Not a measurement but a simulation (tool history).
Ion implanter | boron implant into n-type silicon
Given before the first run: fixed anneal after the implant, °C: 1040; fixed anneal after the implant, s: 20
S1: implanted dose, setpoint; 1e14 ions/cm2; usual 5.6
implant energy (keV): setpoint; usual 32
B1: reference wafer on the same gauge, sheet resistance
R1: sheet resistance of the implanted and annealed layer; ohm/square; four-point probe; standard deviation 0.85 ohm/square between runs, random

{"run": 1, "hour": 0.0, "S1": 5.6, "implant energy (keV)": 32, "B1": 201.01, "R1": 191.69}
{"run": 2, "hour": 28.1, "S1": 5.6, "implant energy (keV)": 32, "B1": 200.97, "R1": 189.91}
{"run": 3, "hour": 60.2, "S1": 4.43, "implant energy (keV)": 32, "B1": 201.06, "R1": 231.94}
{"run": 4, "hour": 72.9, "S1": 4.43, "implant energy (keV)": 32, "B1": 201.05, "R1": 231.09}
{"run": 5, "hour": 103.0, "S1": 4.43, "implant energy (keV)": 32, "B1": 201.09, "R1": 229.05}
{"run": 6, "hour": 126.9, "S1": 5.6, "implant energy (keV)": 32, "B1": 200.98, "R1": 187.4}
{"run": 7, "hour": 156.8, "S1": 5.6, "implant energy (keV)": 32, "B1": 200.97, "R1": 190.01}
{"run": 8, "hour": 187.3, "S1": 5, "implant energy (keV)": 39, "B1": 201.08, "R1": 202.46}
{"run": 9, "hour": 209.1, "S1": 5.6, "implant energy (keV)": 32, "B1": 201.03, "R1": 189.23}
{"run": 10, "hour": 238.8, "S1": 5.6, "implant energy (keV)": 32, "B1": 201.05, "R1": 186.05}
{"hour": 248.3, "done": "extraction supply calibrated"}
{"run": 11, "hour": 266.1, "S1": 5.6, "implant energy (keV)": 29.5, "B1": 200.9, "R1": 190.06}
{"run": 12, "hour": 284.8, "S1": 5.6, "implant energy (keV)": 29.5, "B1": 201.02, "R1": 188.43}
{"run": 13, "hour": 313.7, "S1": 5.6, "implant energy (keV)": 32, "B1": 201.06, "R1": 186.32}
{"run": 14, "hour": 333.0, "S1": 5.6, "implant energy (keV)": 32, "B1": 200.98, "R1": 187.4}
{"run": 15, "hour": 361.3, "S1": 4.93, "implant energy (keV)": 25, "B1": 201, "R1": 212.14}
{"run": 16, "hour": 381.6, "S1": 5.6, "implant energy (keV)": 23, "B1": 201.05, "R1": 193.41}
{"run": 17, "hour": 408.2, "S1": 4.54, "implant energy (keV)": 22, "B1": 200.76, "R1": 230.71}
{"hour": 408.6, "done": "gauge calibrated"}
{"hour": 421.6, "done": "Faraday cup replaced and dose calibrated"}
{"run": 18, "hour": 442.6, "S1": 4.87, "implant energy (keV)": 27, "B1": 201.04, "R1": 220.84}
{"run": 19, "hour": 456.3, "S1": 6.09, "implant energy (keV)": 37.5, "B1": 201, "R1": 178.01}
{"run": 20, "hour": 485.0, "S1": 4.78, "implant energy (keV)": 41, "B1": 201.1, "R1": 213.46}
{"run": 21, "hour": 520.7, "S1": 6.09, "implant energy (keV)": 37.5, "B1": 201.03, "R1": 176.67}
{"run": 22, "hour": 558.5, "S1": 6.09, "implant energy (keV)": 37.5, "B1": 201.03, "R1": 175.79}
{"run": 23, "hour": 571.9, "S1": 4.52, "implant energy (keV)": 22, "B1": 201.13, "R1": 240.31}
{"run": 24, "hour": 587.4, "S1": 5.6, "implant energy (keV)": 22, "B1": 200.97, "R1": 198.87}
{"run": 25, "hour": 599.8, "S1": 7.1, "implant energy (keV)": 32, "B1": 200.89, "R1": 157}
{"run": 26, "hour": 618.6, "S1": 4.15, "implant energy (keV)": 25.5, "B1": 200.86, "R1": 251.84}
{"run": 27, "hour": 649.0, "S1": 5.6, "implant energy (keV)": 27.5, "B1": 200.96, "R1": 195.24}
{"run": 28, "hour": 678.4, "S1": 4.39, "implant energy (keV)": 24, "B1": 200.86, "R1": 241.22}
{"run": 29, "hour": 706.8, "S1": 5.6, "implant energy (keV)": 32, "B1": 200.94, "R1": 191.07}

3 options for the next run, each taken on its own from the tool as it stands now. Forecast them:
{"run": "A", "hour": 707.2, "S1": 5.6, "implant energy (keV)": 39.5, "B1": "?", "R1": "?"}
{"run": "B", "hour": 707.2, "S1": 4.1, "implant energy (keV)": 38, "B1": "?", "R1": "?"}
{"run": "C", "hour": 707.2, "S1": 6.77, "implant energy (keV)": 32, "B1": "?", "R1": "?"}

run=A B1=201.05 R1=185.12
run=B B1=201.05 R1=240.82
run=C B1=201.05 R1=161.89
Without the tool's hidden state the same runs would have given:
run=A R1=187.78
run=B R1=244.29
run=C R1=164.22

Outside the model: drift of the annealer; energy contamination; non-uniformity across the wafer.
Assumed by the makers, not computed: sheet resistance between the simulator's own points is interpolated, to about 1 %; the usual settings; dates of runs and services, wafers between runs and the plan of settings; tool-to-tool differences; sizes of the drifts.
